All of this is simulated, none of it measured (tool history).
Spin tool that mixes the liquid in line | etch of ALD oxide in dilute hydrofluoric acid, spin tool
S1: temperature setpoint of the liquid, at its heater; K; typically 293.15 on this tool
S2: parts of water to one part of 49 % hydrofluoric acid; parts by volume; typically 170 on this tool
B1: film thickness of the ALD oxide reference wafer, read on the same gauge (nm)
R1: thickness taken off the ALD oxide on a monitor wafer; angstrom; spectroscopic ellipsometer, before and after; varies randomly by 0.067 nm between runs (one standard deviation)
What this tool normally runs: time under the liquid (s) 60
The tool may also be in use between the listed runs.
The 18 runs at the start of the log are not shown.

{"run": 19, "hour": 947.6, "S1": 293.15, "S2": 170, "time under the liquid (s)": 40, "B1": 100.02, "R1": 41.9}
{"run": 20, "hour": 974.5, "S1": 297.15, "S2": 170, "time under the liquid (s)": 60, "B1": 100.01, "R1": 73.0}
{"hour": 1131.0, "done": "hydrofluoric acid flow meter replaced, repeated, since the last time left the tool worse"}
{"run": 21, "hour": 1137.9, "S1": 297.65, "S2": 170, "time under the liquid (s)": 60, "B1": 100.0, "R1": 83.6}
{"run": 22, "hour": 1192.2, "S1": 291.15, "S2": 170, "time under the liquid (s)": 60, "B1": 99.98, "R1": 65.4}
{"run": 23, "hour": 1217.4, "S1": 297.65, "S2": 85, "time under the liquid (s)": 70, "B1": 100.0, "R1": 216.9}
{"run": 24, "hour": 1279.4, "S1": 290.15, "S2": 170, "time under the liquid (s)": 60, "B1": 100.02, "R1": 62.2}
{"run": 25, "hour": 1340.3, "S1": 297.65, "S2": 115, "time under the liquid (s)": 60, "B1": 99.99, "R1": 130.7}
{"run": 26, "hour": 1467.0, "S1": 293.15, "S2": 170, "time under the liquid (s)": 60, "B1": 100.01, "R1": 69.5}

What will run 27 give?
{"run": 27, "hour": 1498.6, "S1": 293.15, "S2": 195, "time under the liquid (s)": 75, "B1": "?", "R1": "?"}

B1: 100.01
R1: 72.5 angstrom
On a tool with no hidden condition, and with the same random variation, this run would have come out at R1 74.2 angstrom.
